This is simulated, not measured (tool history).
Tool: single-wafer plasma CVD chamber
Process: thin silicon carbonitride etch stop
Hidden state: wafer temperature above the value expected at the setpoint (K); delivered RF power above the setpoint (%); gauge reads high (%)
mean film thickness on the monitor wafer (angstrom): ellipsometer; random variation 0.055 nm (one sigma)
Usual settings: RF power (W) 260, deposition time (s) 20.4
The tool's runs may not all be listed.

run     day  RF power (W)  deposition time (s)  wafers since the last listed run  hours since the last thermocouple change  hours since the last RF generator calibration  hours since the showerhead was replaced  hours since the gauge calibration  read-back reference wafer on the same gauge, thickness_nm  mean film thickness on the monitor wafer (angstrom)
  1       0           260                 20.4                                 0                                    1172.4                                         1483.5                                   3803.7                               56.3                                                     10.401                                               126.58
  2   0.862           225                 18.2                               395                                    1193.1                                         1504.2                                   3824.4                                 77                                                     10.398                                               108.43
  3   1.554           225                 18.2                               316                                    1209.7                                         1520.8                                     3841                               93.6                                                     10.393                                               109.05
  4   2.662           260                 20.4                               507                                    1236.3                                         1547.4                                   3867.6                              120.2                                                     10.382                                               127.51
  5   4.092           260                 20.4                               654                                    1270.6                                         1581.7                                   3901.9                              154.5                                                     10.387                                               125.91
  6   5.529           260                 20.4                               658                                    1305.1                                         1616.2                                   3936.4                                189                                                     10.411                                               126.42
  7   6.504           260                 18.2                               446                                    1328.5                                         1639.6                                   3959.8                              212.4                                                     10.395                                               113.02
  8   7.742           260                 18.2                               567                                    1358.2                                         1669.3                                   3989.5                              242.1                                                     10.405                                               112.64
  9   9.088           260                 18.2                               616                                    1390.5                                         1701.6                                   4021.8                              274.4                                                     10.407                                               113.83
 10   9.825           260                 20.4                               337                                    1408.2                                         1719.3                                   4039.5                              292.1                                                     10.381                                               126.93
 11  10.375           260                 20.4                               252                                    1421.4                                         1732.5                                   4052.7                              305.3                                                     10.401                                               126.52
 12  11.483           260                 20.4                               507                                      1448                                         1759.1                                   4079.3                              331.9                                                     10.384                                               126.85
 13  12.554           260                 20.4                               490                                    1473.7                                         1784.8                                     4105                              357.6                                                     10.416                                               126.19
     13.979  -- showerhead replaced
 14   14.05           260                 20.4                               532                                    1509.6                                         1820.7                                      1.7                              393.5                                                     10.395                                               126.37
 15  14.962           260                 20.4                               418                                    1531.5                                         1842.6                                     23.6                              415.4                                                      10.41                                               127.04
 16  15.621           260                 20.4                               301                                    1547.3                                         1858.4                                     39.4                              431.2                                                       10.4                                               125.69
 17  16.262           260                 22.5                               294                                    1562.7                                         1873.8                                     54.8                              446.6                                                     10.404                                               140.57
     18.629  -- RF generator calibrated
 18  20.704           260                 22.5                              1882                                    1669.3                                           49.8                                    161.4                              553.2                                                     10.399                                               140.04
 19  21.504           225                 23.8                               366                                    1688.5                                             69                                    180.6                              572.4                                                     10.424                                               141.88
     21.975  -- gauge calibrated
 20  22.129           260                 22.5                               286                                    1703.5                                             84                                    195.6                                3.7                                                     10.398                                               139.37
 21  22.858           260                 20.4                               334                                      1721                                          101.5                                    213.1                               21.2                                                     10.398                                               125.29
 22  24.117           225                 20.4                               576                                    1751.2                                          131.7                                    243.3                               51.4                                                     10.405                                               121.97
 23  25.362           260                 20.4                               570                                    1781.1                                          161.6                                    273.2                               81.3                                                     10.406                                               127.81
 24  26.275           260                 20.4                               418                                      1803                                          183.5                                    295.1                              103.2                                                      10.41                                               125.76
     27.938  -- thermocouple changed; heater temperature recalibrated
 25  27.958           285                 20.4                               618                                       0.5                                          223.9                                    335.5                              143.6                                                     10.401                                               130.01
 26  28.579           220                 23.2                               284                                      15.4                                          238.8                                    350.4                              158.5                                                     10.399                                               137.51
 27  30.067           290                 23.8                               681                                      51.1                                          274.5                                    386.1                              194.2                                                     10.423                                               151.78
 28  31.117           285                 17.8                               481                                      76.3                                          299.7                                    411.3                              219.4                                                     10.396                                               113.31
 29  32.242           260                 20.4                               515                                     103.3                                          326.7                                    438.3                              246.4                                                     10.406                                               126.18
 30  35.554           300                 23.1                              1518                                     182.8                                          406.2                                    517.8                              325.9                                                     10.386                                               149.95
 31  36.754           260                 20.4                               549                                     211.6                                            435                                    546.6                              354.7                                                     10.395                                               126.63
 32  37.521           230                 20.4                               351                                       230                                          453.4                                      565                              373.1                                                     10.396                                               122.28
 33  38.571           305                 16.7                               481                                     255.2                                          478.6                                    590.2                              398.3                                                      10.41                                               107.64
 34  39.633           295                 20.4                               486                                     280.7                                          504.1                                    615.7                              423.8                                                     10.397                                               130.92
 35  40.692           295                 20.4                               485                                     306.1                                          529.5                                    641.1                              449.2                                                     10.385                                               130.68
 36  41.875           260                   23                               542                                     334.5                                          557.9                                    669.5                              477.6                                                     10.402                                               141.79
 37  43.358           210                 23.2                               679                                     370.1                                          593.5                                    705.1                              513.2                                                       10.4                                               134.77

Hidden state at the last listed run before each entry between runs and at the first one after, where it differs:
Between runs 13 and 14: showerhead replaced (day 13.979)
  no hidden state differs between the two runs
Between runs 17 and 18: RF generator calibrated (day 18.629)
  no hidden state differs between the two runs
Between runs 19 and 20: gauge calibrated (day 21.975)
  no hidden state differs between the two runs
Between runs 24 and 25: thermocouple changed; heater temperature recalibrated (day 27.938)
  no hidden state differs between the two runs
